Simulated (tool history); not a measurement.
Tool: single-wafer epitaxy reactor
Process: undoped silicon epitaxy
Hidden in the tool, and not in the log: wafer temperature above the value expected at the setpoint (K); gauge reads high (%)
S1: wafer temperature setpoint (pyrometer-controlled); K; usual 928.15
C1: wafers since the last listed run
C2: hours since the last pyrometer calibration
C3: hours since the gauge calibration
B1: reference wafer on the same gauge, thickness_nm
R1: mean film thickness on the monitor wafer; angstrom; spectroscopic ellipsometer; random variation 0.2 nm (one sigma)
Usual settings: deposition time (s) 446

{"run": 1, "hour": 0.0, "S1": 932.15, "deposition time (s)": 406, "C1": 0, "C2": 2392.7, "C3": 240.7, "B1": 90.737, "R1": 802.76}
{"run": 2, "hour": 80.3, "S1": 928.15, "deposition time (s)": 446, "C1": 306, "C2": 2473.0, "C3": 321.0, "B1": 90.626, "R1": 802.9}
{"run": 3, "hour": 178.3, "S1": 928.15, "deposition time (s)": 446, "C1": 374, "C2": 2571.0, "C3": 419.0, "B1": 90.642, "R1": 799.74}
{"run": 4, "hour": 264.8, "S1": 928.15, "deposition time (s)": 446, "C1": 330, "C2": 2657.5, "C3": 505.5, "B1": 90.775, "R1": 798.18}
{"run": 5, "hour": 330.7, "S1": 928.15, "deposition time (s)": 383, "C1": 251, "C2": 2723.4, "C3": 571.4, "B1": 90.685, "R1": 684.95}
{"run": 6, "hour": 372.3, "S1": 928.15, "deposition time (s)": 383, "C1": 158, "C2": 2765.0, "C3": 613.0, "B1": 90.655, "R1": 686.47}
{"run": 7, "hour": 462.2, "S1": 928.15, "deposition time (s)": 446, "C1": 343, "C2": 2854.9, "C3": 702.9, "B1": 90.634, "R1": 797.84}
{"hour": 558.3, "done": "pyrometer calibrated"}
{"run": 8, "hour": 559.6, "S1": 928.15, "deposition time (s)": 446, "C1": 341, "C2": 1.3, "C3": 800.3, "B1": 90.707, "R1": 833.19}
{"run": 9, "hour": 607.3, "S1": 928.15, "deposition time (s)": 446, "C1": 182, "C2": 49.0, "C3": 848.0, "B1": 90.796, "R1": 834.47}
{"run": 10, "hour": 711.0, "S1": 928.15, "deposition time (s)": 402, "C1": 395, "C2": 152.7, "C3": 951.7, "B1": 90.664, "R1": 748.77}
{"run": 11, "hour": 814.1, "S1": 928.15, "deposition time (s)": 402, "C1": 393, "C2": 255.8, "C3": 1054.8, "B1": 90.613, "R1": 749.71}
{"run": 12, "hour": 888.6, "S1": 919.15, "deposition time (s)": 497, "C1": 284, "C2": 330.3, "C3": 1129.3, "B1": 90.583, "R1": 738.22}
{"run": 13, "hour": 948.9, "S1": 928.15, "deposition time (s)": 446, "C1": 230, "C2": 390.6, "C3": 1189.6, "B1": 90.664, "R1": 826.65}
{"run": 14, "hour": 992.3, "S1": 923.15, "deposition time (s)": 357, "C1": 165, "C2": 434.0, "C3": 1233.0, "B1": 90.673, "R1": 586.39}
{"hour": 993.3, "done": "gauge calibrated"}
{"run": 15, "hour": 1042.4, "S1": 928.15, "deposition time (s)": 446, "C1": 191, "C2": 484.1, "C3": 49.1, "B1": 90.653, "R1": 828.79}
{"run": 16, "hour": 1091.7, "S1": 928.15, "deposition time (s)": 446, "C1": 188, "C2": 533.4, "C3": 98.4, "B1": 90.642, "R1": 829.46}
{"run": 17, "hour": 1186.0, "S1": 941.15, "deposition time (s)": 409, "C1": 360, "C2": 627.7, "C3": 192.7, "B1": 90.762, "R1": 1040.71}
{"run": 18, "hour": 1228.1, "S1": 928.15, "deposition time (s)": 446, "C1": 160, "C2": 669.8, "C3": 234.8, "B1": 90.714, "R1": 828.16}
{"run": 19, "hour": 1307.2, "S1": 938.15, "deposition time (s)": 423, "C1": 302, "C2": 748.9, "C3": 313.9, "B1": 90.701, "R1": 995.99}
{"run": 20, "hour": 1357.0, "S1": 938.15, "deposition time (s)": 446, "C1": 190, "C2": 798.7, "C3": 363.7, "B1": 90.679, "R1": 1049.04}
{"run": 21, "hour": 1451.5, "S1": 939.15, "deposition time (s)": 506, "C1": 360, "C2": 893.2, "C3": 458.2, "B1": 90.69, "R1": 1219.68}
{"run": 22, "hour": 1488.5, "S1": 935.15, "deposition time (s)": 495, "C1": 141, "C2": 930.2, "C3": 495.2, "B1": 90.596, "R1": 1084.12}

Some steps in R1 between neighbouring runs. How much of each would the tool show without its hidden state too (settings, what came in, random variation), and how much is left for the hidden state, with any gauge scatter that isn't in both results?
Run 6 -> 7: deposition time (s) 383 -> 446. R1 +111.37 angstrom: hidden state -5.23, all else +116.60.
Run 7 -> 8: pyrometer calibrated. R1 +35.35 angstrom: hidden state +34.91, all else +0.44.
Run 13 -> 14: S1 928.15 -> 923.15, deposition time (s) 446 -> 357. R1 -240.26 angstrom: hidden state -0.08, all else -240.18.
Run 14 -> 15: S1 923.15 -> 928.15, deposition time (s) 357 -> 446, gauge calibrated. R1 +242.40 angstrom: hidden state -0.88, all else +243.28.
